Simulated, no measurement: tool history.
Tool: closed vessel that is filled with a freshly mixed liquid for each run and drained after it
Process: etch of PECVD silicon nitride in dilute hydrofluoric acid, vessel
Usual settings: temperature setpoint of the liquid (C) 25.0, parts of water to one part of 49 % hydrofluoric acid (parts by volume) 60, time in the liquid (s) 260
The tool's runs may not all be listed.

run	hour	temperature setpoint of the liquid (C)	parts of water to one part of 49 % hydrofluoric acid (parts by volume)	time in the liquid (s)	read-back film thickness of the PECVD silicon nitride reference wafer, read on the same gauge (nm)	thickness taken off the PECVD silicon nitride on a monitor wafer (angstrom)
1	0.0	25.0	60	260	139.98	143.9
2	20.9	25.0	80	260	140.00	108.2
# hour 33.3: hydrofluoric acid flow meter replaced
3	52.2	25.0	80	260	139.99	102.9
4	80.5	25.0	80	260	139.96	102.5
# hour 97.6: gauge calibrated
5	111.9	28.0	60	260	140.00	166.1
6	132.1	22.5	60	260	139.99	114.6
7	149.3	22.5	60	260	140.01	115.7
8	170.1	26.0	60	260	140.00	147.9
9	198.7	26.0	60	260	139.99	146.5
10	231.4	26.0	60	260	140.03	148.1
# hour 244.3: thermometer replaced
11	255.3	25.0	60	200	139.99	95.8
12	283.9	22.0	75	260	139.99	83.0
13	316.1	23.5	70	370	140.02	137.9
14	339.5	21.5	60	260	139.98	99.0
15	395.5	25.0	40	355	139.97	255.0
16	418.5	20.0	60	260	140.01	90.4
17	449.5	26.0	60	260	140.00	135.0
18	482.1	28.5	40	140	140.02	128.5
19	514.3	29.0	60	260	139.98	165.9
20	542.3	23.0	75	380	140.00	131.8
21	561.9	21.0	60	260	139.98	97.2
22	596.7	25.0	40	355	140.00	261.0
23	613.3	25.0	60	260	140.00	128.4
24	631.2	25.0	60	395	140.01	193.9
25	665.5	25.0	60	165	140.00	81.9
26	695.0	28.5	85	105	139.97	46.3
27	710.8	22.5	30	190	140.01	156.3
28	739.2	25.0	60	260	139.96	130.1
29	752.3	25.0	60	260	139.99	130.4
30	780.7	25.0	60	260	139.97	130.7
31	796.3	25.0	60	260	139.97	131.0
32	814.0	21.5	70	260	140.00	87.8
33	837.9	29.0	60	190	140.01	123.9

Forecast each of these 3 alternatives for the next run:
A	838.6	25.0	60	260	?	?
B	838.6	26.5	50	350	?	?
C	838.6	20.5	80	175	?	?

run	read-back film thickness of the PECVD silicon nitride reference wafer, read on the same gauge (nm)	thickness taken off the PECVD silicon nitride on a monitor wafer (angstrom)
A	140.03	130.0
B	140.03	231.2
C	140.03	48.7
Without the tool's hidden state the same runs would have given:
run	thickness taken off the PECVD silicon nitride on a monitor wafer (angstrom)
A	122.5
B	218.0
C	45.9
